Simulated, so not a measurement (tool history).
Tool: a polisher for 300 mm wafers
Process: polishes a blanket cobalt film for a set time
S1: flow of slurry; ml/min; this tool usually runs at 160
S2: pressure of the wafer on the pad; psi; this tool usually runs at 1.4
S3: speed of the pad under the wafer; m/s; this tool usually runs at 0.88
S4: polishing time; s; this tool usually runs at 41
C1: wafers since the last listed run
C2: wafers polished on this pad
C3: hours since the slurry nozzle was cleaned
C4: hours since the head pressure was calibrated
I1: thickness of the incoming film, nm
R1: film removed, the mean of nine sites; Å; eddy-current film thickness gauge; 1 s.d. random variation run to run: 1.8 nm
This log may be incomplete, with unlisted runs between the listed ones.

run,hour,S1,S2,S3,S4,C1,C2,C3,C4,I1,R1
1,0,160,1.4,0.88,41,0,331,522.9,118.7,1173.2,1079
2,31.8,160,1.4,1,41,230,561,554.7,150.5,1134.5,1214
# hour 59.8: slurry nozzle cleaned
3,167.6,160,1.4,0.88,41,977,1539,107.8,286.3,1139.1,1172
4,217.8,160,1.4,0.88,41,364,1903,158,336.5,1162.9,1148
5,249.9,160,1.2,1.04,41,232,2136,190.1,368.6,1137.4,1144
6,291.3,160,1.2,1.04,41,300,2436,231.5,410,1155.1,1156
7,334.9,160,1.2,1.04,41,316,2752,275.1,453.6,1162.2,1098
8,398.7,160,1.4,0.88,36,462,3215,338.9,517.4,1130.7,977
# hour 400.7: head pressure recalibrated
# hour 431.8: worn pad replaced by a new one
9,529.8,160,1.4,0.88,36,907,710,470,129.1,1134,973
# hour 550.8: slurry nozzle cleaned
10,741.5,160,1.4,0.88,36,1527,2238,190.7,340.8,1150.1,1028
11,776,160,1.5,0.88,41,250,2488,225.2,375.3,1141.7,1192
12,835.9,160,1.5,0.88,41,434,2923,285.1,435.2,1159.5,1235
13,898.4,160,1.5,0.88,41,453,3376,347.6,497.7,1138.2,1191
14,969.2,160,1.4,1.08,41,513,3889,418.4,568.5,1165.3,1322
# hour 974.7: worn pad replaced by a new one
# hour 1018: head pressure recalibrated
15,1022.8,185,1.6,0.88,41,345,334,472,4.8,1160.1,1317
16,1049.2,190,1.4,0.88,34,191,526,498.4,31.2,1130,972
# hour 1146.1: slurry nozzle cleaned
17,1223.9,110,1,0.8,41,1259,1785,77.8,205.9,1146.4,702
18,1274.5,180,1.6,0.78,41,366,2152,128.4,256.5,1147.9,1235
19,1298.5,160,1.4,1.12,53,174,2326,152.4,280.5,1145,1844
20,1369.3,205,0.9,1,45,513,2840,223.2,351.3,1149.8,955
21,1427.2,160,1.4,0.88,41,419,3259,281.1,409.2,1128.8,1120
# hour 1512.7: worn pad replaced by a new one
22,1589,160,1.4,0.88,41,1144,553,442.9,571,1174.5,1128
# hour 1636.5: head pressure recalibrated
23,1650,115,1.4,0.88,51,427,981,503.9,13.5,1154.2,1243
24,1689,160,1.4,0.88,41,282,1264,542.9,52.5,1166.2,1095
25,1716.4,125,1.4,0.88,41,198,1462,570.3,79.9,1153.1,997
26,1743.3,205,0.9,1,45,195,1658,597.2,106.8,1160.3,930
# hour 1782.3: slurry nozzle cleaned
27,1810.2,160,1.4,0.88,41,477,2135,27.9,173.7,1148.5,1198
28,1835.4,160,1.8,0.88,53,182,2318,53.1,198.9,1140.2,2005
29,1867.5,160,1.4,0.88,41,232,2551,85.2,231,1141.9,1156
30,1925.8,110,1.6,0.74,36,422,2974,143.5,289.3,1152.3,909
31,1952.6,160,1.4,0.88,41,194,3168,170.3,316.1,1142,1111
32,1990.8,160,1.4,0.72,41,277,3445,208.5,354.3,1140.3,948
# hour 2004.8: worn pad replaced by a new one
33,2016.2,160,1.4,1.06,34,155,82,233.9,379.7,1152,1101
34,2066.4,160,1.4,0.64,47,364,446,284.1,429.9,1159.7,961
35,2104.3,160,1.4,0.88,47,274,721,322,467.8,1138,1330
# hour 2142.4: head pressure recalibrated
36,2158.4,145,1.4,0.88,54,377,1099,376.1,16,1145.6,1456
37,2199.2,195,1.4,0.88,41,295,1395,416.9,56.8,1149.5,1156

Table of differences, measured result less the result of that run with no hidden state. Run-to-run variation is the same in both. Gauge scatter possibly is not:
The hidden state here: removal rate lost through wear of the pad, %; slurry flow missing at the pad, %; deviation of the head's pressure from its setpoint, %.
run,R1
1,-131
2,-149
3,-40
4,-54
5,-63
6,-73
7,-78
8,-78
9,-90
10,-61
11,-79
12,-95
13,-103
14,-124
15,-113
16,-82
17,-29
18,-48
19,-93
20,-50
21,-87
22,-109
23,-174
24,-114
25,-134
26,-78
27,-12
28,-38
29,-34
30,-59
31,-59
32,-58
33,-73
34,-73
35,-107
36,-141
37,-87

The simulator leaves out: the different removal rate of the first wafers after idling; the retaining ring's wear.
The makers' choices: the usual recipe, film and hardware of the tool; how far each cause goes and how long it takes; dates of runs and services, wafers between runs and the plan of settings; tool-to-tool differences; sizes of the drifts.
